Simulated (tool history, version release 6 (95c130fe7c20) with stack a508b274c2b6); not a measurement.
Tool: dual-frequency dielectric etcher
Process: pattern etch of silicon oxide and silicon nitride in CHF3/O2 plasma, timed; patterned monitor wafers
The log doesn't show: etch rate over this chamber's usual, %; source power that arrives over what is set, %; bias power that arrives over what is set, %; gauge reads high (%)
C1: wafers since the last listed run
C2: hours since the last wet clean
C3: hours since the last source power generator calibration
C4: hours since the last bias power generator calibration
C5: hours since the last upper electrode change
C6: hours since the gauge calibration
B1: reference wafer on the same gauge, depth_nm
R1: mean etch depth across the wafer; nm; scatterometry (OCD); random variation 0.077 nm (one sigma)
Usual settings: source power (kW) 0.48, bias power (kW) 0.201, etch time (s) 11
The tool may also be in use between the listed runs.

Run 1, hour 0: usual settings; C1 0; C2 64.7; C3 816; C4 3294.6; C5 2070.7; C6 2304.4; B1 18.07. Result: R1 16.91 nm.
Run 2, hour 72.8: usual settings; C1 1173; C2 137.5; C3 888.8; C4 3367.4; C5 2143.5; C6 2377.2; B1 18.1. Result: R1 16.73 nm.
Run 3, hour 127.2: usual settings; C1 877; C2 191.9; C3 943.2; C4 3421.8; C5 2197.9; C6 2431.6; B1 18.1. Result: R1 16.7 nm.
Run 4, hour 171.4: usual settings but source power (kW) 0.43; C1 712; C2 236.1; C3 987.4; C4 3466; C5 2242.1; C6 2475.8; B1 18.07. Result: R1 15.96 nm.
Run 5, hour 211.9: usual settings but source power (kW) 0.43; C1 652; C2 276.6; C3 1027.9; C4 3506.5; C5 2282.6; C6 2516.3; B1 18.11. Result: R1 15.96 nm.
At hour 288.1: upper electrode replaced.
Run 6, hour 288.6: usual settings but source power (kW) 0.52; C1 849; C2 353.3; C3 1104.6; C4 3583.2; C5 0.5; C6 2593; B1 18.11. Result: R1 16.64 nm.
Run 7, hour 356.1: usual settings; C1 1088; C2 420.8; C3 1172.1; C4 3650.7; C5 68; C6 2660.5; B1 18.1. Result: R1 16.25 nm.
Run 8, hour 412.8: usual settings; C1 914; C2 477.5; C3 1228.8; C4 3707.4; C5 124.7; C6 2717.2; B1 18.08. Result: R1 15.92 nm.
At hour 469.9: wet clean of the chamber.
Run 9, hour 531: usual settings; C1 1518; C2 61.1; C3 1347; C4 3825.6; C5 242.9; C6 2835.4; B1 18.1. Result: R1 16.92 nm.
At hour 578.5: gauge calibrated.
Run 10, hour 587.6: usual settings but bias power (kW) 0.175, etch time (s) 9; C1 912; C2 117.7; C3 1403.6; C4 3882.2; C5 299.5; C6 9.1; B1 18.09. Result: R1 13.12 nm.
Run 11, hour 664.2: usual settings but bias power (kW) 0.175, etch time (s) 9; C1 1234; C2 194.3; C3 1480.2; C4 3958.8; C5 376.1; C6 85.7; B1 18.11. Result: R1 13 nm.
Run 12, hour 739.7: usual settings but bias power (kW) 0.156, etch time (s) 13; C1 1217; C2 269.8; C3 1555.7; C4 4034.3; C5 451.6; C6 161.2; B1 18.11. Result: R1 17.87 nm.
Run 13, hour 832.4: usual settings but etch time (s) 14.5; C1 1494; C2 362.5; C3 1648.4; C4 4127; C5 544.3; C6 253.9; B1 18.1. Result: R1 21.57 nm.
At hour 897.8: wet clean of the chamber.
Run 14, hour 921.4: usual settings but source power (kW) 0.38, bias power (kW) 0.248, etch time (s) 12.5; C1 1047; C2 23.6; C3 1737.4; C4 4216; C5 633.3; C6 342.9; B1 18.09. Result: R1 19.8 nm.
Run 15, hour 974.1: usual settings; C1 849; C2 76.3; C3 1790.1; C4 4268.7; C5 686; C6 395.6; B1 18.1. Result: R1 16.99 nm.
At hour 1054.4: bias power generator calibrated.
Run 16, hour 1079.6: usual settings; C1 1636; C2 181.8; C3 1895.6; C4 25.2; C5 791.5; C6 501.1; B1 18.1. Result: R1 16.81 nm.
Run 17, hour 1155.9: usual settings; C1 1230; C2 258.1; C3 1971.9; C4 101.5; C5 867.8; C6 577.4; B1 18.08. Result: R1 16.75 nm.
Run 18, hour 1240.2: usual settings; C1 1359; C2 342.4; C3 2056.2; C4 185.8; C5 952.1; C6 661.7; B1 18.1. Result: R1 16.47 nm.
Run 19, hour 1290.5: usual settings but bias power (kW) 0.173, etch time (s) 9.5; C1 810; C2 392.7; C3 2106.5; C4 236.1; C5 1002.4; C6 712; B1 18.09. Result: R1 13.4 nm.
At hour 1305.1: source power generator calibrated.
Run 20, hour 1352: usual settings but source power (kW) 0.55, bias power (kW) 0.228, etch time (s) 10; C1 927; C2 454.2; C3 46.9; C4 297.6; C5 1063.9; C6 773.5; B1 18.1. Result: R1 16.15 nm.
At hour 1437.2: wet clean of the chamber.
Run 21, hour 1437.7: usual settings; C1 994; C2 0.5; C3 132.6; C4 383.3; C5 1149.6; C6 859.2; B1 18.1. Result: R1 16.96 nm.
Run 22, hour 1483.5: usual settings but etch time (s) 14; C1 738; C2 46.3; C3 178.4; C4 429.1; C5 1195.4; C6 905; B1 18.09. Result: R1 21.55 nm.
Run 23, hour 1576.6: usual settings; C1 1500; C2 139.4; C3 271.5; C4 522.2; C5 1288.5; C6 998.1; B1 18.09. Result: R1 16.64 nm.
Run 24, hour 1643.5: usual settings but source power (kW) 0.42; C1 1078; C2 206.3; C3 338.4; C4 589.1; C5 1355.4; C6 1065; B1 18.11. Result: R1 16.06 nm.
Run 25, hour 1686.8: usual settings but source power (kW) 0.37, bias power (kW) 0.172, etch time (s) 7.5; C1 698; C2 249.6; C3 381.7; C4 632.4; C5 1398.7; C6 1108.3; B1 18.1. Result: R1 9.88 nm.
Run 26, hour 1726.1: usual settings but source power (kW) 0.4, etch time (s) 9; C1 633; C2 288.9; C3 421; C4 671.7; C5 1438; C6 1147.6; B1 18.09. Result: R1 12.78 nm.
Run 27, hour 1803.6: usual settings but source power (kW) 0.38, bias power (kW) 0.165; C1 1249; C2 366.4; C3 498.5; C4 749.2; C5 1515.5; C6 1225.1; B1 18.1. Result: R1 14.28 nm.
Run 28, hour 1875.1: usual settings but bias power (kW) 0.226; C1 1152; C2 437.9; C3 570; C4 820.7; C5 1587; C6 1296.6; B1 18.11. Result: R1 16.82 nm.
At hour 1900.6: wet clean of the chamber.
Run 29, hour 1915.4: usual settings; C1 262; C2 14.8; C3 610.3; C4 861; C5 1627.3; C6 1336.9; B1 18.12. Result: R1 16.9 nm.

4 ways to go on from here, each from the tool as it stands after run 29. What would each give?
Run A, hour 1915.8: usual settings; C1 6; C2 15.2; C3 610.7; C4 861.4; C5 1627.7; C6 1337.3; B1 ?. Result: R1 ?.
Run B, hour 1915.8: usual settings but source power (kW) 0.37, bias power (kW) 0.151, etch time (s) 14.5; C1 6; C2 15.2; C3 610.7; C4 861.4; C5 1627.7; C6 1337.3; B1 ?. Result: R1 ?.
Run C, hour 1915.8: usual settings but bias power (kW) 0.233; C1 6; C2 15.2; C3 610.7; C4 861.4; C5 1627.7; C6 1337.3; B1 ?. Result: R1 ?.
Run D, hour 1915.8: usual settings but source power (kW) 0.44, bias power (kW) 0.216; C1 6; C2 15.2; C3 610.7; C4 861.4; C5 1627.7; C6 1337.3; B1 ?. Result: R1 ?.

run    B1     R1
  A  18.1  16.76
  B  18.1  18.53
  C  18.1   17.7
  D  18.1  16.79
Without the tool's hidden state the same runs would have given:
run     R1
  A   16.9
  B  18.68
  C  17.84
  D  16.93
